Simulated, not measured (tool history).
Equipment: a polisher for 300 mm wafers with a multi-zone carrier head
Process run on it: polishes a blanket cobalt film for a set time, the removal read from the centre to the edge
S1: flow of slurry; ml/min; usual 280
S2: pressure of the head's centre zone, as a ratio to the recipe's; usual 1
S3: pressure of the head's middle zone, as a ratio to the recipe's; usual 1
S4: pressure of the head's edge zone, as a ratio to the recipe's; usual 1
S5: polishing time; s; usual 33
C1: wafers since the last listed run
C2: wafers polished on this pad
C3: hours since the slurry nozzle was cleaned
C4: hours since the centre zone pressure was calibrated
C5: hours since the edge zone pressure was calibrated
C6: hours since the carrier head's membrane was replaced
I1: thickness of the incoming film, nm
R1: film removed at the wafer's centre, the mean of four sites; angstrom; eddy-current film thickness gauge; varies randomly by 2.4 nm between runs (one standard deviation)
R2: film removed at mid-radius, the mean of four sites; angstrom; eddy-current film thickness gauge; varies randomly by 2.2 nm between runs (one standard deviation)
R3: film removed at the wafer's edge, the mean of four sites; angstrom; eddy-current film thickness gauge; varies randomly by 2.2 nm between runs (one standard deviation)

| run | hour | S1 | S2 | S3 | S4 | S5 | C1 | C2 | C3 | C4 | C5 | C6 | I1 | R1 | R2 | R3 |
|---|---|---|---|---|---|---|---|---|---|---|---|---|---|---|---|---|
| 1 | 0 | 280 | 1 | 1 | 1 | 33 | 0 | 1451 | 131 | 72.9 | 455.3 | 1070.7 | 889.4 | 2112 | 2173 | 2090 |
|  | 5 | worn pad replaced by a new one |
| 2 | 14.9 | 245 | 1 | 1 | 1 | 26 | 70 | 63 | 145.9 | 87.8 | 470.2 | 1085.6 | 897.7 | 1803 | 1893 | 1853 |
|  | 27.5 | carrier head's membrane replaced by a new one |
| 3 | 28 | 280 | 1 | 1 | 1 | 43 | 52 | 116 | 159 | 100.9 | 483.3 | 0.5 | 902.2 | 3043 | 3150 | 2973 |
|  | 34.3 | edge zone pressure recalibrated |
| 4 | 34.8 | 215 | 0.91 | 1 | 1 | 33 | 30 | 147 | 165.8 | 107.7 | 0.5 | 7.3 | 915 | 2091 | 2390 | 2292 |
| 5 | 50.9 | 280 | 1 | 1 | 1 | 33 | 103 | 250 | 181.9 | 123.8 | 16.6 | 23.4 | 888.3 | 2271 | 2438 | 2319 |
| 6 | 58.1 | 355 | 0.88 | 1.09 | 1 | 45 | 46 | 297 | 189.1 | 131 | 23.8 | 30.6 | 905.4 | 2869 | 3620 | 3213 |
| 7 | 70.1 | 280 | 1 | 0.88 | 0.94 | 44 | 77 | 374 | 201.1 | 143 | 35.8 | 42.6 | 909 | 3077 | 2900 | 2981 |
| 8 | 78.2 | 250 | 1 | 1.05 | 0.89 | 33 | 52 | 427 | 209.2 | 151.1 | 43.9 | 50.7 | 884.6 | 2290 | 2471 | 2188 |
| 9 | 91.7 | 370 | 1 | 1 | 1 | 33 | 87 | 514 | 222.7 | 164.6 | 57.4 | 64.2 | 903 | 2336 | 2378 | 2314 |
| 10 | 103.8 | 280 | 1 | 1 | 1 | 33 | 78 | 592 | 234.8 | 176.7 | 69.5 | 76.3 | 914.5 | 2241 | 2394 | 2292 |
| 11 | 118.1 | 280 | 1 | 1 | 1 | 33 | 92 | 684 | 249.1 | 191 | 83.8 | 90.6 | 901.6 | 2296 | 2330 | 2251 |
| 12 | 135.6 | 350 | 1 | 1.11 | 0.94 | 39 | 112 | 797 | 266.6 | 208.5 | 101.3 | 108.1 | 897.4 | 2743 | 3064 | 2585 |
| 13 | 151 | 320 | 1 | 1 | 0.9 | 33 | 99 | 896 | 282 | 223.9 | 116.7 | 123.5 | 905.9 | 2230 | 2308 | 2117 |
| 14 | 162.7 | 205 | 0.92 | 0.92 | 1.1 | 33 | 75 | 972 | 293.7 | 235.6 | 128.4 | 135.2 | 911 | 2052 | 2160 | 2322 |
|  | 195.5 | worn pad replaced by a new one |
| 15 | 201.8 | 310 | 1 | 1 | 0.92 | 33 | 226 | 40 | 332.8 | 274.7 | 167.5 | 174.3 | 898.4 | 2353 | 2433 | 2211 |
| 16 | 209.2 | 280 | 1 | 1.04 | 1 | 30 | 47 | 88 | 340.2 | 282.1 | 174.9 | 181.7 | 891.9 | 2115 | 2246 | 2146 |
| 17 | 220.1 | 280 | 1 | 1 | 1 | 43 | 70 | 158 | 351.1 | 293 | 185.8 | 192.6 | 914.1 | 3006 | 3144 | 3076 |
| 18 | 232.1 | 280 | 1 | 1 | 1 | 33 | 77 | 236 | 363.1 | 305 | 197.8 | 204.6 | 898 | 2297 | 2399 | 2352 |
| 19 | 242.9 | 280 | 1 | 1 | 1 | 33 | 69 | 305 | 373.9 | 315.8 | 208.6 | 215.4 | 894.8 | 2296 | 2380 | 2277 |
| 20 | 251 | 240 | 1 | 1 | 1 | 33 | 52 | 358 | 382 | 323.9 | 216.7 | 223.5 | 892.9 | 2286 | 2384 | 2291 |
| 21 | 260.5 | 345 | 1 | 0.9 | 1 | 33 | 61 | 419 | 391.5 | 333.4 | 226.2 | 233 | 884.3 | 2299 | 2228 | 2330 |
| 22 | 277.6 | 280 | 1 | 1.04 | 1 | 30 | 110 | 529 | 408.6 | 350.5 | 243.3 | 250.1 | 900.2 | 2114 | 2251 | 2099 |
| 23 | 286.7 | 360 | 1 | 1 | 1 | 33 | 58 | 588 | 417.7 | 359.6 | 252.4 | 259.2 | 897.9 | 2287 | 2427 | 2313 |

Consider 3 possible next runs. They are alternatives, not a sequence: every one starts from the tool as it was left by run 23. What does each give?
| A | 287.1 | 280 | 1.06 | 1 | 1 | 33 | 2 | 591 | 418.1 | 360 | 252.8 | 259.6 | 911.9 | ? | ? | ? |
| B | 287.1 | 280 | 1.1 | 1 | 1 | 27 | 2 | 591 | 418.1 | 360 | 252.8 | 259.6 | 911.9 | ? | ? | ? |
| C | 287.1 | 380 | 1 | 0.97 | 1 | 33 | 2 | 591 | 418.1 | 360 | 252.8 | 259.6 | 911.9 | ? | ? | ? |

| run | R1 | R2 | R3 |
|---|---|---|---|
| A | 2391 | 2362 | 2255 |
| B | 2019 | 1932 | 1845 |
| C | 2312 | 2336 | 2281 |
With the hidden condition removed and each run's random variation left untouched, the same runs would have given:
| run | R1 | R2 | R3 |
|---|---|---|---|
| A | 2439 | 2410 | 2301 |
| B | 2059 | 1971 | 1882 |
| C | 2359 | 2383 | 2327 |
